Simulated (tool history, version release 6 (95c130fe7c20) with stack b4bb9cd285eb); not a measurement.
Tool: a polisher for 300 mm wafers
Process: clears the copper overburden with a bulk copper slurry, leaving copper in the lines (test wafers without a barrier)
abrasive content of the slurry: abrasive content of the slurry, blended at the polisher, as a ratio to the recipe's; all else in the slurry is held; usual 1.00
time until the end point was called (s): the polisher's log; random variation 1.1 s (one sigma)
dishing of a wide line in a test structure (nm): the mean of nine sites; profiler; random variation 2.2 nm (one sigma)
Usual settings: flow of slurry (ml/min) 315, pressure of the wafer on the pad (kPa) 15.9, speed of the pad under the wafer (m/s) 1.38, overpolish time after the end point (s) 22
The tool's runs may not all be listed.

| run | hour | flow of slurry (ml/min) | pressure of the wafer on the pad (kPa) | speed of the pad under the wafer (m/s) | abrasive content of the slurry | overpolish time after the end point (s) | wafers since the last listed run | wafers polished on this pad | hours since the slurry nozzle was cleaned | hours since the head pressure was calibrated | hours since the slurry blender was calibrated | incoming thickness of the incoming film, nm | time until the end point was called (s) | dishing of a wide line in a test structure (nm) |
|---|---|---|---|---|---|---|---|---|---|---|---|---|---|---|
| 1 | 0.0 | 315 | 15.9 | 1.38 | 1.10 | 22 | 0 | 82 | 214.9 | 512.1 | 265.6 | 882.0 | 91.1 | 86.6 |
| 2 | 6.5 | 315 | 15.9 | 1.38 | 1.00 | 22 | 53 | 136 | 221.4 | 518.6 | 272.1 | 881.6 | 97.5 | 85.5 |
| 3 | 22.0 | 315 | 15.9 | 1.38 | 1.00 | 22 | 127 | 263 | 236.9 | 534.1 | 287.6 | 869.8 | 96.8 | 83.1 |
| 4 | 38.9 | 315 | 15.9 | 1.38 | 1.00 | 22 | 139 | 403 | 253.8 | 551.0 | 304.5 | 878.0 | 101.5 | 80.5 |
| 5 | 50.3 | 315 | 15.9 | 1.38 | 1.00 | 12 | 94 | 497 | 265.2 | 562.4 | 315.9 | 892.5 | 105.3 | 59.0 |
| 6 | 56.6 | 315 | 15.9 | 1.38 | 1.00 | 12 | 52 | 549 | 271.5 | 568.7 | 322.2 | 877.4 | 101.1 | 59.6 |
| 7 | 64.7 | 315 | 15.9 | 1.38 | 1.00 | 12 | 66 | 616 | 279.6 | 576.8 | 330.3 | 877.2 | 103.4 | 59.1 |
| 8 | 77.2 | 315 | 15.9 | 1.38 | 0.75 | 22 | 103 | 719 | 292.1 | 589.3 | 342.8 | 880.5 | 111.3 | 82.5 |
| 9 | 88.7 | 315 | 15.9 | 1.38 | 0.75 | 22 | 94 | 814 | 303.6 | 600.8 | 354.3 | 869.2 | 108.7 | 78.2 |
|  | 100.5 | worn pad replaced by a new one |
| 10 | 101.0 | 315 | 15.9 | 1.38 | 1.00 | 22 | 68 | 4 | 315.9 | 613.1 | 366.6 | 872.0 | 92.2 | 82.9 |
| 11 | 137.7 | 315 | 15.9 | 1.38 | 1.00 | 22 | 302 | 307 | 352.6 | 649.8 | 403.3 | 883.1 | 102.2 | 80.7 |
| 12 | 150.4 | 315 | 15.9 | 1.38 | 1.00 | 22 | 104 | 412 | 365.3 | 662.5 | 416.0 | 880.6 | 102.5 | 79.8 |
| 13 | 168.2 | 400 | 19.3 | 1.22 | 1.30 | 22 | 146 | 559 | 383.1 | 680.3 | 433.8 | 880.3 | 82.2 | 89.2 |
| 14 | 178.2 | 315 | 15.9 | 1.38 | 1.00 | 22 | 82 | 641 | 393.1 | 690.3 | 443.8 | 874.9 | 102.9 | 82.5 |
| 15 | 207.6 | 315 | 15.9 | 1.38 | 0.80 | 22 | 242 | 884 | 422.5 | 719.7 | 473.2 | 886.4 | 111.7 | 80.6 |
|  | 217.6 | slurry nozzle cleaned |
|  | 218.4 | worn pad replaced by a new one |
| 16 | 224.9 | 315 | 15.9 | 1.72 | 1.00 | 22 | 127 | 53 | 7.3 | 737.0 | 490.5 | 870.3 | 80.6 | 88.6 |
|  | 230.8 | head pressure recalibrated |
| 17 | 242.6 | 315 | 15.9 | 1.58 | 0.90 | 11 | 129 | 183 | 25.0 | 11.8 | 508.2 | 874.3 | 90.5 | 60.3 |
|  | 245.3 | slurry blender recalibrated |
| 18 | 255.5 | 370 | 15.9 | 1.38 | 0.70 | 22 | 89 | 273 | 37.9 | 24.7 | 10.2 | 870.9 | 99.4 | 84.4 |
| 19 | 262.3 | 315 | 15.9 | 1.38 | 1.00 | 22 | 56 | 329 | 44.7 | 31.5 | 17.0 | 874.8 | 92.6 | 82.2 |
| 20 | 275.8 | 315 | 15.9 | 1.38 | 1.00 | 22 | 111 | 440 | 58.2 | 45.0 | 30.5 | 883.3 | 96.4 | 84.3 |
| 21 | 287.7 | 315 | 15.9 | 1.38 | 0.80 | 22 | 98 | 539 | 70.1 | 56.9 | 42.4 | 870.4 | 102.8 | 81.6 |
| 22 | 294.9 | 315 | 15.9 | 1.38 | 1.25 | 22 | 59 | 598 | 77.3 | 64.1 | 49.6 | 887.1 | 94.5 | 84.8 |
| 23 | 310.6 | 345 | 15.9 | 1.38 | 0.85 | 22 | 129 | 728 | 93.0 | 79.8 | 65.3 | 863.4 | 101.8 | 82.6 |
| 24 | 325.9 | 315 | 15.9 | 1.38 | 1.00 | 22 | 126 | 854 | 108.3 | 95.1 | 80.6 | 873.5 | 99.2 | 81.3 |
|  | 334.2 | worn pad replaced by a new one |
| 25 | 334.7 | 315 | 15.9 | 1.14 | 1.00 | 22 | 39 | 4 | 117.1 | 103.9 | 89.4 | 893.4 | 100.5 | 83.4 |
| 26 | 347.0 | 315 | 15.9 | 1.38 | 0.90 | 22 | 101 | 106 | 129.4 | 116.2 | 101.7 | 889.1 | 95.7 | 84.9 |
| 27 | 361.3 | 315 | 10.3 | 1.38 | 1.10 | 29 | 118 | 224 | 143.7 | 130.5 | 116.0 | 880.1 | 142.8 | 67.9 |

The tool's hidden state at each run:
slurry flow missing at the pad, %: 0 in every run
deviation of the head's pressure from its setpoint, %: 0 in every run
H1: removal rate lost through wear of the pad, %
H2: abrasive missing from the slurry, %
| run | H1 | H2 |
|---|---|---|
| 1 | 4.22 | 26.2 |
| 2 | 5.74 | 26.4 |
| 3 | 8.48 | 26.9 |
| 4 | 10.4 | 27.4 |
| 5 | 11.3 | 27.7 |
| 6 | 11.7 | 27.9 |
| 7 | 12.2 | 28 |
| 8 | 12.7 | 28.3 |
| 9 | 13 | 28.6 |
| 10 | 0.757 | 28.8 |
| 11 | 8.47 | 29.4 |
| 12 | 9.81 | 29.6 |
| 13 | 11.1 | 29.8 |
| 14 | 11.6 | 30 |
| 15 | 12.5 | 30.3 |
| 16 | 3.9 | 30.4 |
| 17 | 7.86 | 30.6 |
| 18 | 9.78 | 5.22 |
| 19 | 10.6 | 6.36 |
| 20 | 11.8 | 8.49 |
| 21 | 12.5 | 10.2 |
| 22 | 12.9 | 11.2 |
| 23 | 13.4 | 13.2 |
| 24 | 13.8 | 15 |
| 25 | 0.469 | 15.9 |
| 26 | 3.91 | 17.2 |
| 27 | 6.73 | 18.5 |

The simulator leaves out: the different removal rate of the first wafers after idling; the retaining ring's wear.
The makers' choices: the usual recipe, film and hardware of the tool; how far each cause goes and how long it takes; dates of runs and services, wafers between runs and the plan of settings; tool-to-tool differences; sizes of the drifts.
